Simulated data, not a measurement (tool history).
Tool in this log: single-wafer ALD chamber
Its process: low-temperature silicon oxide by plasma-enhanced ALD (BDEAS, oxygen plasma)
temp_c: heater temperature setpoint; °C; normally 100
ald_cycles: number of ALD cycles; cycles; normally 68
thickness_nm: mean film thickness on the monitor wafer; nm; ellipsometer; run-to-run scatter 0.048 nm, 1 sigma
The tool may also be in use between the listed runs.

run    hour  temp_c  ald_cycles  wafers since the last listed run  hours since the last thermocouple change  hours since the gauge calibration  read-back reference wafer on the same gauge, thickness_nm  thickness_nm
  1       0     108          64                                 0                                       915                                422                                                      8.525         8.181
  2    24.1     100          68                                71                                     939.1                              446.1                                                      8.521         8.685
  3   146.3     100          68                               360                                    1061.3                              568.3                                                      8.536          8.72
  4   207.4     100          68                               180                                    1122.4                              629.4                                                      8.523         8.755
  5   384.2     100          68                               521                                    1299.2                              806.2                                                      8.533         8.703
  6   446.7     100          68                               184                                    1361.7                              868.7                                                      8.515         8.755
  7   472.5     100          68                                76                                    1387.5                              894.5                                                      8.531         8.819
  8   510.6     112          77                               112                                    1425.6                              932.6                                                      8.535         9.693
  9   559.9     112          77                               145                                    1474.9                              981.9                                                      8.542         9.646
 10   618.4     112          77                               172                                    1533.4                             1040.4                                                      8.542         9.719
 11   654.4     100          68                               106                                    1569.4                             1076.4                                                      8.529          8.77
 12   678.6     100          68                                71                                    1593.6                             1100.6                                                      8.539         8.801
 13   746.6     100          68                               200                                    1661.6                             1168.6                                                      8.528          8.77
 14   781.5     104          68                               102                                    1696.5                             1203.5                                                      8.529         8.754
 15   813.7     104          68                                95                                    1728.7                             1235.7                                                      8.531         8.727
 16   871.3     100          68                               169                                    1786.3                             1293.3                                                      8.545         8.836
 17   907.6     107          62                               107                                    1822.6                             1329.6                                                      8.522          7.87
 18     936     100          68                                83                                      1851                               1358                                                      8.538         8.712
 19  1001.9     100          68                               194                                    1916.9                             1423.9                                                      8.537         8.805
 20  1040.6     100          68                               114                                    1955.6                             1462.6                                                      8.534         8.782
 21  1077.6     100          68                               109                                    1992.6                             1499.6                                                      8.536         8.877
 22  1109.4      92          56                                93                                    2024.4                             1531.4                                                      8.521         7.467
 23  1176.3      86          68                               197                                    2091.3                             1598.3                                                      8.535         9.116
 24  1228.9     100          72                               155                                    2143.9                             1650.9                                                      8.531          9.28
 25  1365.1     104          64                               401                                    2280.1                             1787.1                                                      8.514         8.107
 26  1417.9     100          73                               155                                    2332.9                             1839.9                                                      8.532         9.422
 27  1469.2      91          71                               151                                    2384.2                             1891.2                                                       8.54         9.373
     1497.1  -- gauge calibrated
 28    1526     112          59                               167                                      2441                               28.9                                                      8.533         7.421
 29  1596.8     100          68                               208                                    2511.8                               99.7                                                      8.553         8.771
 30  1645.2     100          68                               142                                    2560.2                              148.1                                                      8.531         8.767
 31  1670.5      93          68                                74                                    2585.5                              173.4                                                       8.54          8.97
 32  1729.1     100          68                               172                                    2644.1                                232                                                      8.547         8.713
     1751.3  -- thermocouple changed; heater temperature recalibrated
 33  1793.6     111          63                               166                                      42.3                              296.5                                                      8.528         7.939
 34  1849.2     100          68                               164                                      97.9                              352.1                                                      8.541         8.807
 35  1895.3     100          75                               136                                       144                              398.2                                                      8.542         9.623
 36  1932.8     104          57                               110                                     181.5                              435.7                                                      8.538         7.359
 37  1970.8     108          81                               112                                     219.5                              473.7                                                      8.534        10.299
 38  1996.8      85          81                                76                                     245.5                              499.7                                                      8.544        10.951
 39  2037.1      94          57                               118                                     285.8                                540                                                      8.539         7.557
 40  2063.5     100          68                                77                                     312.2                              566.4                                                       8.52         8.809
 41  2125.8     112          59                               183                                     374.5                              628.7                                                      8.532         7.497
 42    2197     100          68                               210                                     445.7                              699.9                                                       8.53         8.776

Predict each of these 3 candidate next runs independently; none follows another, all start after run 42:
  A  2197.5     109          68                                 1                                     446.2                              700.4                                                          ?             ?
  B  2197.5      91          68                                 1                                     446.2                              700.4                                                          ?             ?
  C  2197.5      91          72                                 1                                     446.2                              700.4                                                          ?             ?

run  read-back reference wafer on the same gauge, thickness_nm  thickness_nm
  A                                                      8.546         8.652
  B                                                      8.546         9.074
  C                                                      8.546         9.608
Stripped of hidden state, with their random variation kept, the same runs would have yielded:
run  thickness_nm
  A         8.652
  B         9.074
  C         9.608

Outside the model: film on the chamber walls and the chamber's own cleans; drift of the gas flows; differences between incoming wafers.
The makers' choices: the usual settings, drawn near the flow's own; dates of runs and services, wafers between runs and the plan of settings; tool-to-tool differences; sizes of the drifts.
